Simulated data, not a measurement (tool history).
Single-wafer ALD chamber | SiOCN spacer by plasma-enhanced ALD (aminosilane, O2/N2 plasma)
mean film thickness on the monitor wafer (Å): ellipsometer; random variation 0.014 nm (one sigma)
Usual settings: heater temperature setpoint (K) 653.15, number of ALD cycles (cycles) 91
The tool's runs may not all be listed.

run	hour	heater temperature setpoint (K)	number of ALD cycles (cycles)	wafers since the last listed run	hours since the last thermocouple change	hours since the gauge calibration	read-back reference wafer on the same gauge, thickness_nm	mean film thickness on the monitor wafer (Å)
1	0	653.15	91	0	716.3	138.9	6.01	54.69
2	21.9	653.15	91	76	738.2	160.8	6.013	54.66
3	57.1	653.15	91	122	773.4	196	6.007	54.83
4	79.8	659.15	91	78	796.1	218.7	5.993	54.72
5	113.4	653.15	91	116	829.7	252.3	5.99	54.28
6	215.9	653.15	91	355	932.2	354.8	5.959	54.07
7	250.6	653.15	91	120	966.9	389.5	5.941	54.07
8	283	653.15	91	112	999.3	421.9	5.932	53.84
# hour 283: gauge calibrated
9	314.2	653.15	91	108	1030.5	31.2	6.058	55.09
10	338.1	661.15	82	83	1054.4	55.1	6.062	49.51
11	369	664.15	106	107	1085.3	86	6.052	64.2
# hour 377.2: thermocouple changed; heater temperature recalibrated
12	404	639.15	91	93	26.8	121	6.05	55.14
13	424.4	653.15	91	70	47.2	141.4	6.048	55.04
14	438.6	644.15	77	49	61.4	155.6	6.05	46.63
15	473.2	639.15	91	120	96	190.2	6.034	54.9
16	552.7	667.15	105	276	175.5	269.7	6.021	63.17

Run 17 comes next. What will it give?
17	571.4	653.15	108	64	194.2	288.4	?	?

read-back reference wafer on the same gauge, thickness_nm: 6.01
mean film thickness on the monitor wafer (Å): 64.48
Without the tool's hidden state the same run would have given mean film thickness on the monitor wafer (Å) 64.95.

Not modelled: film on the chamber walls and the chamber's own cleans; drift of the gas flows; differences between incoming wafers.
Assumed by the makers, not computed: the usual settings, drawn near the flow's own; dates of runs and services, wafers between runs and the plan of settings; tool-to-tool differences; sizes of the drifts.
